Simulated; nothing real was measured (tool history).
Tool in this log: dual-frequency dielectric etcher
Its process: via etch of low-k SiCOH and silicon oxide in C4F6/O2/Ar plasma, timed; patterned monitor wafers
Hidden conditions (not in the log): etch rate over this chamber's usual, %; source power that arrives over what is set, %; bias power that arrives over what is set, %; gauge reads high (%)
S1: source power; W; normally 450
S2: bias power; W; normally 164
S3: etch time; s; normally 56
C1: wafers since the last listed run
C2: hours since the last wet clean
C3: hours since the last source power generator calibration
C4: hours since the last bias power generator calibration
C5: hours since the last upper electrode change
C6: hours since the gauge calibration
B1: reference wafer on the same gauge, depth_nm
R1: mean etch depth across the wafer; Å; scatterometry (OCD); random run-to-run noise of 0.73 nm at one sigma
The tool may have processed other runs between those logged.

{"run": 1, "hour": 0.0, "S1": 450, "S2": 164, "S3": 56, "C1": 0, "C2": 21.3, "C3": 2663.6, "C4": 3209.8, "C5": 2140.4, "C6": 311.3, "B1": 155.4, "R1": 1549}
{"run": 2, "hour": 56.7, "S1": 450, "S2": 164, "S3": 56, "C1": 616, "C2": 78, "C3": 2720.3, "C4": 3266.5, "C5": 2197.1, "C6": 368, "B1": 155.2, "R1": 1538}
{"run": 3, "hour": 91.5, "S1": 450, "S2": 164, "S3": 56, "C1": 378, "C2": 112.8, "C3": 2755.1, "C4": 3301.3, "C5": 2231.9, "C6": 402.8, "B1": 154.8, "R1": 1524}
{"run": 4, "hour": 140.4, "S1": 450, "S2": 164, "S3": 56, "C1": 531, "C2": 161.7, "C3": 2804, "C4": 3350.2, "C5": 2280.8, "C6": 451.7, "B1": 154.6, "R1": 1545}
{"run": 5, "hour": 168.2, "S1": 450, "S2": 164, "S3": 56, "C1": 302, "C2": 189.5, "C3": 2831.8, "C4": 3378, "C5": 2308.6, "C6": 479.5, "B1": 154.4, "R1": 1525}
{"run": 6, "hour": 211.5, "S1": 390, "S2": 164, "S3": 56, "C1": 470, "C2": 232.8, "C3": 2875.1, "C4": 3421.3, "C5": 2351.9, "C6": 522.8, "B1": 153.7, "R1": 1441}
{"run": 7, "hour": 243.6, "S1": 450, "S2": 164, "S3": 56, "C1": 348, "C2": 264.9, "C3": 2907.2, "C4": 3453.4, "C5": 2384, "C6": 554.9, "B1": 153.6, "R1": 1537}
{"run": 8, "hour": 301.3, "S1": 450, "S2": 164, "S3": 56, "C1": 627, "C2": 322.6, "C3": 2964.9, "C4": 3511.1, "C5": 2441.7, "C6": 612.6, "B1": 153.5, "R1": 1529}
{"hour": 348.4, "done": "gauge calibrated"}
{"run": 9, "hour": 361.1, "S1": 450, "S2": 164, "S3": 56, "C1": 649, "C2": 382.4, "C3": 3024.7, "C4": 3570.9, "C5": 2501.5, "C6": 12.7, "B1": 157, "R1": 1559}
{"run": 10, "hour": 396.5, "S1": 450, "S2": 164, "S3": 56, "C1": 384, "C2": 417.8, "C3": 3060.1, "C4": 3606.3, "C5": 2536.9, "C6": 48.1, "B1": 156.8, "R1": 1558}
{"run": 11, "hour": 451.7, "S1": 450, "S2": 164, "S3": 56, "C1": 599, "C2": 473, "C3": 3115.3, "C4": 3661.5, "C5": 2592.1, "C6": 103.3, "B1": 156.3, "R1": 1559}
{"run": 12, "hour": 503.8, "S1": 450, "S2": 164, "S3": 56, "C1": 566, "C2": 525.1, "C3": 3167.4, "C4": 3713.6, "C5": 2644.2, "C6": 155.4, "B1": 155.9, "R1": 1554}
{"run": 13, "hour": 562.0, "S1": 340, "S2": 164, "S3": 56, "C1": 632, "C2": 583.3, "C3": 3225.6, "C4": 3771.8, "C5": 2702.4, "C6": 213.6, "B1": 155.5, "R1": 1388}
{"run": 14, "hour": 628.5, "S1": 540, "S2": 194, "S3": 44.5, "C1": 722, "C2": 649.8, "C3": 3292.1, "C4": 3838.3, "C5": 2768.9, "C6": 280.1, "B1": 155.3, "R1": 1401}
{"run": 15, "hour": 667.3, "S1": 450, "S2": 164, "S3": 56, "C1": 421, "C2": 688.6, "C3": 3330.9, "C4": 3877.1, "C5": 2807.7, "C6": 318.9, "B1": 154.9, "R1": 1545}
{"hour": 721.6, "done": "wet clean of the chamber"}
{"run": 16, "hour": 722.1, "S1": 450, "S2": 138, "S3": 40.5, "C1": 334, "C2": 0.5, "C3": 3385.7, "C4": 3931.9, "C5": 2862.5, "C6": 373.7, "B1": 154.6, "R1": 1057}
{"hour": 740.0, "done": "bias power generator calibrated"}
{"hour": 746.7, "done": "upper electrode replaced"}
{"run": 17, "hour": 758.6, "S1": 450, "S2": 164, "S3": 56, "C1": 280, "C2": 37, "C3": 3422.2, "C4": 18.6, "C5": 11.9, "C6": 410.2, "B1": 154.4, "R1": 1524}
{"run": 18, "hour": 826.8, "S1": 350, "S2": 184, "S3": 56, "C1": 741, "C2": 105.2, "C3": 3490.4, "C4": 86.8, "C5": 80.1, "C6": 478.4, "B1": 154.1, "R1": 1437}
{"hour": 839.7, "done": "source power generator calibrated"}
{"run": 19, "hour": 866.8, "S1": 540, "S2": 140, "S3": 63.5, "C1": 391, "C2": 145.2, "C3": 27.1, "C4": 126.8, "C5": 120.1, "C6": 518.4, "B1": 153.9, "R1": 1776}
{"hour": 917.3, "done": "gauge calibrated"}
{"run": 20, "hour": 932.8, "S1": 450, "S2": 164, "S3": 49.5, "C1": 717, "C2": 211.2, "C3": 93.1, "C4": 192.8, "C5": 186.1, "C6": 15.5, "B1": 157.2, "R1": 1394}
{"run": 21, "hour": 982.9, "S1": 450, "S2": 164, "S3": 56, "C1": 544, "C2": 261.3, "C3": 143.2, "C4": 242.9, "C5": 236.2, "C6": 65.6, "B1": 156.8, "R1": 1559}
{"run": 22, "hour": 1029.7, "S1": 490, "S2": 180, "S3": 70, "C1": 508, "C2": 308.1, "C3": 190, "C4": 289.7, "C5": 283, "C6": 112.4, "B1": 156.6, "R1": 2079}
{"run": 23, "hour": 1061.4, "S1": 450, "S2": 164, "S3": 56, "C1": 344, "C2": 339.8, "C3": 221.7, "C4": 321.4, "C5": 314.7, "C6": 144.1, "B1": 156.4, "R1": 1567}
{"run": 24, "hour": 1101.8, "S1": 450, "S2": 164, "S3": 49.5, "C1": 439, "C2": 380.2, "C3": 262.1, "C4": 361.8, "C5": 355.1, "C6": 184.5, "B1": 155.8, "R1": 1374}
{"run": 25, "hour": 1145.7, "S1": 480, "S2": 131, "S3": 72, "C1": 477, "C2": 424.1, "C3": 306, "C4": 405.7, "C5": 399, "C6": 228.4, "B1": 155.6, "R1": 1893}

Predict each of these 3 candidate next runs independently; none follows another, all start after run 25:
{"run": "A", "hour": 1146.1, "S1": 450, "S2": 164, "S3": 50, "C1": 4, "C2": 424.5, "C3": 306.4, "C4": 406.1, "C5": 399.4, "C6": 228.8, "B1": "?", "R1": "?"}
{"run": "B", "hour": 1146.1, "S1": 490, "S2": 126, "S3": 45, "C1": 4, "C2": 424.5, "C3": 306.4, "C4": 406.1, "C5": 399.4, "C6": 228.8, "B1": "?", "R1": "?"}
{"run": "C", "hour": 1146.1, "S1": 450, "S2": 182, "S3": 56, "C1": 4, "C2": 424.5, "C3": 306.4, "C4": 406.1, "C5": 399.4, "C6": 228.8, "B1": "?", "R1": "?"}

run=A B1=155.7 R1=1382
run=B B1=155.7 R1=1184
run=C B1=155.7 R1=1602
Had the tool no hidden state, the same runs would have come out as:
run=A R1=1393
run=B R1=1193
run=C R1=1615
